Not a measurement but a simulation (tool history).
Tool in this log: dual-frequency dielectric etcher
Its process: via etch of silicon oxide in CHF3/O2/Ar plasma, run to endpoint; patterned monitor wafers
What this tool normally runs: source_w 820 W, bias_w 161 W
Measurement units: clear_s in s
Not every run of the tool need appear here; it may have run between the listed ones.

run	hour	source_w	bias_w	wafers since the last listed run	hours since the last wet clean	hours since the last source power generator calibration	hours since the last bias power generator calibration	hours since the last upper electrode change	incoming incoming film thickness, nm	clear_s
1	0	820	161	0	100.1	3705.3	2861.3	3508.5	475.3	208.8
2	88.5	820	161	293	188.6	3793.8	2949.8	3597	472.1	205.2
3	163.2	820	161	248	263.3	3868.5	3024.5	3671.7	473.2	208.3
4	261.1	760	183	325	361.2	3966.4	3122.4	3769.6	476.2	209.4
# hour 325.7: wet clean of the chamber
5	330.5	760	183	150	4.8	4035.8	3191.8	3839	475.6	211.4
# hour 396.9: source power generator calibrated
6	398.2	820	161	211	72.5	1.3	3259.5	3906.7	474.2	209.6
# hour 446.5: upper electrode replaced
7	506.2	820	161	278	180.5	109.3	3367.5	59.7	476.3	209.3
8	566.3	820	161	199	240.6	169.4	3427.6	119.8	465.1	205.1
9	611.2	760	183	149	285.5	214.3	3472.5	164.7	471	206.5
# hour 739.7: wet clean of the chamber
10	740.2	820	161	348	0.5	343.3	3601.5	293.7	471.4	206.4
11	755.7	880	137	51	16	358.8	3617	309.2	470	210.9
# hour 798.1: bias power generator calibrated
12	849.3	720	175	297	109.6	452.4	51.2	402.8	470.2	215.5
13	956.1	890	176	354	216.4	559.2	158	509.6	472.5	191.8
14	995.2	760	183	129	255.5	598.3	197.1	548.7	478.6	210.1
15	1060.8	640	161	217	321.1	663.9	262.7	614.3	474.3	247.3
16	1165.9	720	196	348	426.2	769	367.8	719.4	473.1	212.6

3 ways to go on from here, each from the tool as it stands after run 16. What would each give?
A	1166.4	720	161	1	426.7	769.5	368.3	719.9	472.6	?
B	1166.4	950	151	1	426.7	769.5	368.3	719.9	472.6	?
C	1166.4	920	191	1	426.7	769.5	368.3	719.9	472.6	?

run	clear_s
A	227.6
B	195.7
C	184.6
What these runs would have given with no unlogged condition in the tool:
run	clear_s
A	227.6
B	195.7
C	184.6
